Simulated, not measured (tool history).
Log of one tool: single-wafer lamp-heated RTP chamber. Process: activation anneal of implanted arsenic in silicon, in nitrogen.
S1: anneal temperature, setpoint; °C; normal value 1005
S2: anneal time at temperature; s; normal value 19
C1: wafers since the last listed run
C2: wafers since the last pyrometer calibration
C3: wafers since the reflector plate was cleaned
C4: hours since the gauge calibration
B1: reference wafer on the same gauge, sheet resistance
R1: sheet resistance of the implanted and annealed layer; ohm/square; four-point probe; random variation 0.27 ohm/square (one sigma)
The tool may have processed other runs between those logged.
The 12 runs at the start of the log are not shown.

| run | day | S1 | S2 | C1 | C2 | C3 | C4 | B1 | R1 |
|---|---|---|---|---|---|---|---|---|---|
| 13 | 7.933 | 1015 | 19 | 189 | 726 | 2804 | 409.8 | 150.98 | 173.12 |
| 14 | 8.362 | 1005 | 13 | 176 | 902 | 2980 | 420.1 | 151.01 | 175.81 |
| 15 | 8.721 | 1005 | 13 | 146 | 1049 | 3127 | 428.7 | 150.99 | 175.05 |
| 16 | 9.217 | 1005 | 13 | 203 | 1252 | 3330 | 440.6 | 150.99 | 175.71 |
| 17 | 9.775 | 1005 | 19 | 228 | 1481 | 3559 | 454 | 150.98 | 173.34 |
| 18 | 10.233 | 1033 | 26 | 187 | 1669 | 3747 | 465 | 151.03 | 169.16 |
| 19 | 10.883 | 993 | 22 | 266 | 1936 | 4014 | 480.6 | 150.93 | 174.33 |
|  | 11.425 | gauge calibrated |
|  | 11.746 | reflector plate cleaned |
| 20 | 11.767 | 1005 | 19 | 225 | 2162 | 9 | 8.2 | 150.99 | 173.77 |
| 21 | 11.779 | 1005 | 19 | 5 | 2167 | 14 | 8.5 | 150.99 | 173.46 |
| 22 | 12.05 | 1005 | 19 | 111 | 2278 | 125 | 15 | 150.98 | 173.62 |
| 23 | 12.333 | 979 | 15 | 116 | 2394 | 241 | 21.8 | 151.01 | 177.11 |
| 24 | 12.625 | 993 | 8 | 119 | 2514 | 361 | 28.8 | 151.03 | 179.02 |
| 25 | 13.196 | 986 | 19 | 234 | 2748 | 595 | 42.5 | 151.05 | 175.75 |
| 26 | 13.746 | 1005 | 9 | 225 | 2973 | 820 | 55.7 | 150.97 | 176.79 |
| 27 | 14.425 | 994 | 19 | 278 | 3252 | 1099 | 72 | 151.03 | 174.28 |
| 28 | 15.033 | 1005 | 15 | 249 | 3501 | 1348 | 86.6 | 151 | 174.35 |
| 29 | 15.721 | 1005 | 19 | 281 | 3783 | 1630 | 103.1 | 150.96 | 173.42 |
| 30 | 16.183 | 1031 | 19 | 189 | 3973 | 1820 | 114.2 | 151.04 | 170.53 |
| 31 | 16.617 | 1027 | 8 | 177 | 4151 | 1998 | 124.6 | 151.03 | 175.2 |
| 32 | 17.088 | 988 | 28 | 193 | 4344 | 2191 | 135.9 | 150.99 | 173.44 |
| 33 | 17.408 | 1005 | 19 | 131 | 4475 | 2322 | 143.6 | 150.97 | 173.59 |
|  | 18.054 | pyrometer window cleaned and pyrometer calibrated |
| 34 | 18.075 | 993 | 27 | 136 | 8 | 2459 | 159.6 | 150.99 | 173.57 |
| 35 | 18.392 | 987 | 8 | 129 | 137 | 2589 | 167.2 | 151 | 180.02 |
| 36 | 18.946 | 1026 | 25 | 227 | 365 | 2816 | 180.5 | 151.01 | 170.71 |

What if the next run were any one of these 5? Each begins from the tool's condition after run 36:
| A | 18.962 | 1005 | 19 | 6 | 371 | 2823 | 180.9 | ? | ? |
| B | 18.962 | 978 | 12 | 6 | 371 | 2823 | 180.9 | ? | ? |
| C | 18.962 | 1005 | 12 | 6 | 371 | 2823 | 180.9 | ? | ? |
| D | 18.962 | 984 | 15 | 6 | 371 | 2823 | 180.9 | ? | ? |
| E | 18.962 | 983 | 24 | 6 | 371 | 2823 | 180.9 | ? | ? |

| run | B1 | R1 |
|---|---|---|
| A | 151.01 | 174.18 |
| B | 151.01 | 179.22 |
| C | 151.01 | 176.36 |
| D | 151.01 | 177.61 |
| E | 151.01 | 175.51 |
Stripped of hidden state, with their random variation kept, the same runs would have yielded:
| run | R1 |
|---|---|
| A | 174.77 |
| B | 179.7 |
| C | 176.95 |
| D | 178.16 |
| E | 176.11 |
